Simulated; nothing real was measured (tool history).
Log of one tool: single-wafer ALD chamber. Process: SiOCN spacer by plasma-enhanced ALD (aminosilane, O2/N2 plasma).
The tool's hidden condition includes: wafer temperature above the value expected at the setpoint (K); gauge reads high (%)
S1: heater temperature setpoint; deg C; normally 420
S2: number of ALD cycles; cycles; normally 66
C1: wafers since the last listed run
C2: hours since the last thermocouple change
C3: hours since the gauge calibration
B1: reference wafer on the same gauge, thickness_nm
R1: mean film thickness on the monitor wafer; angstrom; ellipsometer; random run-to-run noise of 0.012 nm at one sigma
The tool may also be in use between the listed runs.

run 1 day=0 | S1=420 S2=66 | C1=0 C2=1142.4 C3=302 | B1=4.959 | R1=42.17
-- day=1.688 thermocouple changed; heater temperature recalibrated
run 2 day=1.779 | S1=420 S2=66 | C1=139 C2=2.2 C3=344.7 | B1=4.964 | R1=41.77
run 3 day=4.254 | S1=420 S2=66 | C1=238 C2=61.6 C3=404.1 | B1=4.958 | R1=41.92
run 4 day=6.883 | S1=411 S2=66 | C1=253 C2=124.7 C3=467.2 | B1=4.96 | R1=43.1
run 5 day=8.946 | S1=411 S2=66 | C1=198 C2=174.2 C3=516.7 | B1=4.963 | R1=43.06
run 6 day=11.738 | S1=420 S2=66 | C1=269 C2=241.2 C3=583.7 | B1=4.957 | R1=42.13
run 7 day=13.925 | S1=420 S2=66 | C1=210 C2=293.7 C3=636.2 | B1=4.962 | R1=42.04
run 8 day=16.158 | S1=420 S2=66 | C1=215 C2=347.3 C3=689.8 | B1=4.959 | R1=41.87
run 9 day=17.471 | S1=427 S2=58 | C1=126 C2=378.8 C3=721.3 | B1=4.961 | R1=36.37
run 10 day=20.325 | S1=427 S2=58 | C1=275 C2=447.3 C3=789.8 | B1=4.961 | R1=36.18
run 11 day=21.429 | S1=420 S2=75 | C1=106 C2=473.8 C3=816.3 | B1=4.959 | R1=47.87
run 12 day=24.008 | S1=420 S2=75 | C1=248 C2=535.7 C3=878.2 | B1=4.959 | R1=47.75
run 13 day=25.533 | S1=420 S2=75 | C1=147 C2=572.3 C3=914.8 | B1=4.958 | R1=47.65
run 14 day=26.858 | S1=420 S2=66 | C1=127 C2=604.1 C3=946.6 | B1=4.959 | R1=42.06
run 15 day=33.958 | S1=420 S2=66 | C1=684 C2=774.5 C3=1117 | B1=4.961 | R1=41.77
run 16 day=35.483 | S1=420 S2=66 | C1=147 C2=811.1 C3=1153.6 | B1=4.958 | R1=42.35
run 17 day=38.45 | S1=420 S2=66 | C1=286 C2=882.3 C3=1224.8 | B1=4.958 | R1=42.08
run 18 day=39.988 | S1=420 S2=66 | C1=148 C2=919.2 C3=1261.7 | B1=4.963 | R1=42.09
run 19 day=42.238 | S1=420 S2=66 | C1=216 C2=973.2 C3=1315.7 | B1=4.962 | R1=42.08
run 20 day=44.604 | S1=420 S2=66 | C1=228 C2=1030 C3=1372.5 | B1=4.959 | R1=42.03
run 21 day=47.571 | S1=420 S2=66 | C1=286 C2=1101.2 C3=1443.7 | B1=4.963 | R1=41.94
-- day=47.929 thermocouple changed; heater temperature recalibrated
run 22 day=49.271 | S1=420 S2=66 | C1=131 C2=32.2 C3=1484.5 | B1=4.957 | R1=42.19
run 23 day=51.817 | S1=420 S2=66 | C1=245 C2=93.3 C3=1545.6 | B1=4.96 | R1=41.78
run 24 day=52.892 | S1=434 S2=57 | C1=103 C2=119.1 C3=1571.4 | B1=4.96 | R1=34.77
run 25 day=55.5 | S1=410 S2=56 | C1=251 C2=181.7 C3=1634 | B1=4.961 | R1=36.84
run 26 day=58.112 | S1=407 S2=78 | C1=251 C2=244.4 C3=1696.7 | B1=4.955 | R1=51.39
run 27 day=60.204 | S1=420 S2=57 | C1=201 C2=294.6 C3=1746.9 | B1=4.962 | R1=36.27
run 28 day=62.175 | S1=406 S2=54 | C1=190 C2=341.9 C3=1794.2 | B1=4.96 | R1=35.65
run 29 day=63.183 | S1=426 S2=76 | C1=97 C2=366.1 C3=1818.4 | B1=4.962 | R1=47.43
run 30 day=65.204 | S1=428 S2=61 | C1=194 C2=414.6 C3=1866.9 | B1=4.961 | R1=38.27
-- day=67.646 gauge calibrated
run 31 day=70.412 | S1=409 S2=66 | C1=502 C2=539.6 C3=66.4 | B1=4.958 | R1=43.32
run 32 day=72.521 | S1=431 S2=66 | C1=203 C2=590.2 C3=117 | B1=4.961 | R1=40.72
run 33 day=74.621 | S1=430 S2=73 | C1=202 C2=640.6 C3=167.4 | B1=4.962 | R1=45.17
run 34 day=77.033 | S1=428 S2=58 | C1=232 C2=698.5 C3=225.3 | B1=4.961 | R1=36.27
run 35 day=79.875 | S1=420 S2=53 | C1=274 C2=766.7 C3=293.5 | B1=4.962 | R1=33.71
run 36 day=81.438 | S1=408 S2=60 | C1=150 C2=804.2 C3=331 | B1=4.958 | R1=39.45
run 37 day=82.917 | S1=429 S2=66 | C1=142 C2=839.7 C3=366.5 | B1=4.957 | R1=41.02
run 38 day=85.162 | S1=420 S2=74 | C1=216 C2=893.6 C3=420.4 | B1=4.956 | R1=47.2
run 39 day=87.321 | S1=420 S2=66 | C1=208 C2=945.4 C3=472.2 | B1=4.958 | R1=42.14
run 40 day=88.612 | S1=407 S2=66 | C1=124 C2=976.4 C3=503.2 | B1=4.956 | R1=43.49
run 41 day=90.171 | S1=408 S2=61 | C1=150 C2=1013.8 C3=540.6 | B1=4.961 | R1=40.34
run 42 day=91.562 | S1=406 S2=54 | C1=134 C2=1047.2 C3=574 | B1=4.96 | R1=35.76
-- day=95.742 thermocouple changed; heater temperature recalibrated
run 43 day=95.762 | S1=420 S2=66 | C1=372 C2=0.5 C3=674.8 | B1=4.959 | R1=41.96
run 44 day=98.579 | S1=413 S2=66 | C1=271 C2=68.1 C3=742.4 | B1=4.959 | R1=42.82
run 45 day=100.842 | S1=407 S2=78 | C1=218 C2=122.4 C3=796.7 | B1=4.964 | R1=51.5
run 46 day=103.654 | S1=407 S2=77 | C1=271 C2=189.9 C3=864.2 | B1=4.958 | R1=51.01

Predict each of these 5 candidate next runs independently; none follows another, all start after run 46:
run A day=103.675 | S1=420 S2=66 | C1=2 C2=190.4 C3=864.7 | B1=? | R1=?
run B day=103.675 | S1=430 S2=63 | C1=2 C2=190.4 C3=864.7 | B1=? | R1=?
run C day=103.675 | S1=431 S2=76 | C1=2 C2=190.4 C3=864.7 | B1=? | R1=?
run D day=103.675 | S1=416 S2=75 | C1=2 C2=190.4 C3=864.7 | B1=? | R1=?
run E day=103.675 | S1=430 S2=79 | C1=2 C2=190.4 C3=864.7 | B1=? | R1=?

run=A B1=4.961 R1=42.06
run=B B1=4.961 R1=39.02
run=C B1=4.961 R1=46.93
run=D B1=4.961 R1=48.33
run=E B1=4.961 R1=48.93
Without the tool's hidden state the same runs would have given:
run=A R1=42.06
run=B R1=39.02
run=C R1=46.93
run=D R1=48.33
run=E R1=48.93
